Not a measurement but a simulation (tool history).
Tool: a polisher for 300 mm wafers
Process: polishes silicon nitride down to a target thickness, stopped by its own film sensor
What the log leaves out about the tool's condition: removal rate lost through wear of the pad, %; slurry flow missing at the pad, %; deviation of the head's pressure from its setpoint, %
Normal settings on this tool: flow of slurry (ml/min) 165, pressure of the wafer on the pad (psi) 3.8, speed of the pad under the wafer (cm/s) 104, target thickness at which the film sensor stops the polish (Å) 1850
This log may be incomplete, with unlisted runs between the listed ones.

run,day,flow of slurry (ml/min),pressure of the wafer on the pad (psi),speed of the pad under the wafer (cm/s),target thickness at which the film sensor stops the polish (Å),wafers since the last listed run,wafers polished on this pad,hours since the slurry nozzle was cleaned,hours since the head pressure was calibrated,"incoming thickness of the incoming film, nm",time until the film sensor stopped the polish (s)
1,0.000,165,3.8,104,1850,0,1049,729.0,160.4,321.9,91.5
2,2.179,165,3.8,104,1850,307,1356,781.3,212.7,322.2,96.0
# day 3.438: worn pad replaced by a new one
3,3.458,165,3.8,104,1850,157,3,812.0,243.4,322.2,83.0
4,6.175,165,3.8,104,1850,383,386,877.2,308.6,325.0,87.7
# day 6.683: slurry nozzle cleaned
5,8.454,165,3.8,104,1850,316,703,42.5,363.3,321.4,74.3
6,11.250,165,3.8,104,1850,394,1098,109.6,430.4,317.4,75.6
7,13.254,165,3.8,104,1850,283,1381,157.7,478.5,317.4,81.4
# day 14.875: worn pad replaced by a new one
8,15.542,165,3.8,104,1850,299,94,212.6,533.4,323.9,76.1
9,18.542,165,3.8,104,1850,423,518,284.6,605.4,315.6,74.6
10,20.138,165,3.8,104,1850,225,743,322.9,643.7,318.1,78.0
11,22.079,165,3.8,104,1850,274,1017,369.5,690.3,325.9,86.8
12,24.779,165,3.8,104,1850,381,1399,434.3,755.1,316.6,82.5
# day 27.629: head pressure recalibrated
13,27.650,165,3.8,104,1850,393,1793,503.2,0.5,323.6,94.9
# day 28.275: worn pad replaced by a new one
14,28.942,165,3.8,104,1850,158,94,534.2,31.5,318.3,78.8
15,31.200,165,3.8,104,1850,319,413,588.4,85.7,320.4,82.1
16,33.212,210,3.8,104,1430,284,697,636.7,134.0,317.8,97.1
17,34.992,165,3.8,104,1850,251,948,679.4,176.7,317.1,82.2
18,37.242,180,3.5,104,1850,317,1266,733.4,230.7,314.9,86.4
19,39.646,190,3.8,104,1850,339,1606,791.1,288.4,317.5,86.8
# day 41.629: worn pad replaced by a new one
20,42.392,165,3.8,104,1850,364,107,857.0,354.3,322.1,81.2
21,43.967,165,3.8,104,1850,222,330,894.8,392.1,325.2,86.2
# day 44.425: slurry nozzle cleaned
22,45.679,125,3.8,124,1730,236,566,30.1,433.2,320.7,79.3
23,47.717,145,3.1,118,2020,287,854,79.0,482.1,326.8,77.0
24,49.042,165,4.7,104,1530,187,1041,110.8,513.9,320.2,83.6
25,51.438,110,3.8,104,1650,338,1379,168.3,571.4,320.0,104.9
# day 53.408: worn pad replaced by a new one
26,53.575,130,2.8,120,1730,278,23,219.6,622.7,319.1,97.4
27,55.088,180,3.8,70,2260,213,237,255.9,659.0,325.9,68.1
28,57.238,195,4.4,104,1850,303,541,307.5,710.6,317.6,67.3
29,58.542,165,2.8,104,1600,184,725,338.8,741.9,319.2,114.9
30,60.508,165,3.8,74,1850,277,1003,386.0,789.1,324.4,100.3

Forecast each of these 3 alternatives for the next run:
A,60.525,165,3.8,104,1850,2,1005,386.4,789.5,319.9,?
B,60.525,165,3.3,104,1850,2,1005,386.4,789.5,319.9,?
C,60.525,165,3.8,128,1850,2,1005,386.4,789.5,319.9,?

run,time until the film sensor stopped the polish (s)
A,81.3
B,89.5
C,72.1
Stripped of hidden state, with their random variation kept, the same runs would have yielded:
run,time until the film sensor stopped the polish (s)
A,71.4
B,78.7
C,63.3
